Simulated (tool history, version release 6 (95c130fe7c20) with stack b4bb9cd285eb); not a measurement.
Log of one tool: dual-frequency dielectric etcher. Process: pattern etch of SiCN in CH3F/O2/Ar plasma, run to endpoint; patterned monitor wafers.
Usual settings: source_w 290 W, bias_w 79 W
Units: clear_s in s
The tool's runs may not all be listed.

| run | hour | source_w | bias_w | incoming incoming film thickness, nm | clear_s |
|---|---|---|---|---|---|
| 1 | 0.0 | 290 | 79 | 12.68 | 41.5 |
| 2 | 95.6 | 290 | 79 | 12.53 | 40.6 |
| 3 | 175.8 | 290 | 79 | 12.62 | 40.8 |
| 4 | 261.2 | 290 | 79 | 12.61 | 39.9 |
| 5 | 299.2 | 290 | 79 | 12.61 | 40.0 |
| 6 | 367.4 | 290 | 79 | 12.56 | 39.8 |
| 7 | 424.9 | 290 | 79 | 12.65 | 40.4 |
| 8 | 511.4 | 290 | 79 | 12.61 | 40.3 |
|  | 596.0 | wet clean of the chamber |
| 9 | 610.1 | 290 | 79 | 12.60 | 40.7 |
| 10 | 691.8 | 290 | 79 | 12.55 | 40.5 |
| 11 | 793.3 | 290 | 79 | 12.62 | 41.1 |
| 12 | 899.0 | 290 | 79 | 12.49 | 39.9 |
| 13 | 972.4 | 290 | 79 | 12.55 | 40.0 |
| 14 | 1049.7 | 290 | 79 | 12.65 | 40.3 |
| 15 | 1142.0 | 350 | 61 | 12.44 | 42.9 |
|  | 1186.8 | upper electrode replaced |
| 16 | 1202.7 | 320 | 85 | 12.58 | 37.0 |
| 17 | 1249.7 | 240 | 72 | 12.66 | 43.9 |
| 18 | 1311.9 | 360 | 98 | 12.38 | 32.7 |
|  | 1368.2 | bias power generator calibrated |
| 19 | 1372.0 | 290 | 79 | 12.54 | 39.0 |
|  | 1391.3 | source power generator calibrated |
|  | 1415.3 | wet clean of the chamber |
| 20 | 1451.3 | 250 | 68 | 12.68 | 45.8 |
| 21 | 1496.6 | 310 | 70 | 12.59 | 42.1 |
| 22 | 1597.3 | 250 | 64 | 12.59 | 47.0 |
| 23 | 1701.5 | 260 | 65 | 12.52 | 45.8 |
| 24 | 1752.1 | 290 | 71 | 12.64 | 42.8 |
| 25 | 1825.5 | 260 | 68 | 12.68 | 44.6 |
| 26 | 1879.7 | 290 | 79 | 12.65 | 40.3 |
| 27 | 1955.6 | 290 | 79 | 12.49 | 39.5 |
| 28 | 2002.8 | 290 | 85 | 12.62 | 38.2 |
| 29 | 2049.9 | 310 | 79 | 12.54 | 38.4 |
|  | 2103.6 | wet clean of the chamber |
| 30 | 2137.0 | 290 | 79 | 12.61 | 40.2 |
| 31 | 2232.9 | 290 | 91 | 12.49 | 36.8 |
| 32 | 2291.8 | 320 | 60 | 12.53 | 45.0 |
| 33 | 2563.9 | 320 | 98 | 12.65 | 34.6 |
| 34 | 2610.2 | 220 | 73 | 12.63 | 44.7 |
| 35 | 2677.3 | 290 | 79 | 12.65 | 39.9 |
|  | 2733.3 | wet clean of the chamber |
| 36 | 2780.9 | 260 | 69 | 12.56 | 44.7 |

Measured less the same run without the tool's hidden state. The same run-to-run variation is in both; the gauge's scatter may not be:
The hidden state here: etch rate over this chamber's usual, %; source power that arrives over what is set, %; bias power that arrives over what is set, %.
| run | clear_s |
|---|---|
| 1 | +0.2 |
| 2 | +0.0 |
| 3 | -0.2 |
| 4 | -0.3 |
| 5 | -0.3 |
| 6 | -0.5 |
| 7 | -0.6 |
| 8 | -0.7 |
| 9 | +0.0 |
| 10 | -0.1 |
| 11 | -0.3 |
| 12 | -0.5 |
| 13 | -0.6 |
| 14 | -0.7 |
| 15 | -0.9 |
| 16 | -0.9 |
| 17 | -1.1 |
| 18 | -1.0 |
| 19 | -1.2 |
| 20 | -0.2 |
| 21 | -0.3 |
| 22 | -0.5 |
| 23 | -0.6 |
| 24 | -0.7 |
| 25 | -0.8 |
| 26 | -0.9 |
| 27 | -1.0 |
| 28 | -1.0 |
| 29 | -1.0 |
| 30 | -0.1 |
| 31 | -0.2 |
| 32 | -0.4 |
| 33 | -0.7 |
| 34 | -1.0 |
| 35 | -1.0 |
| 36 | +0.2 |

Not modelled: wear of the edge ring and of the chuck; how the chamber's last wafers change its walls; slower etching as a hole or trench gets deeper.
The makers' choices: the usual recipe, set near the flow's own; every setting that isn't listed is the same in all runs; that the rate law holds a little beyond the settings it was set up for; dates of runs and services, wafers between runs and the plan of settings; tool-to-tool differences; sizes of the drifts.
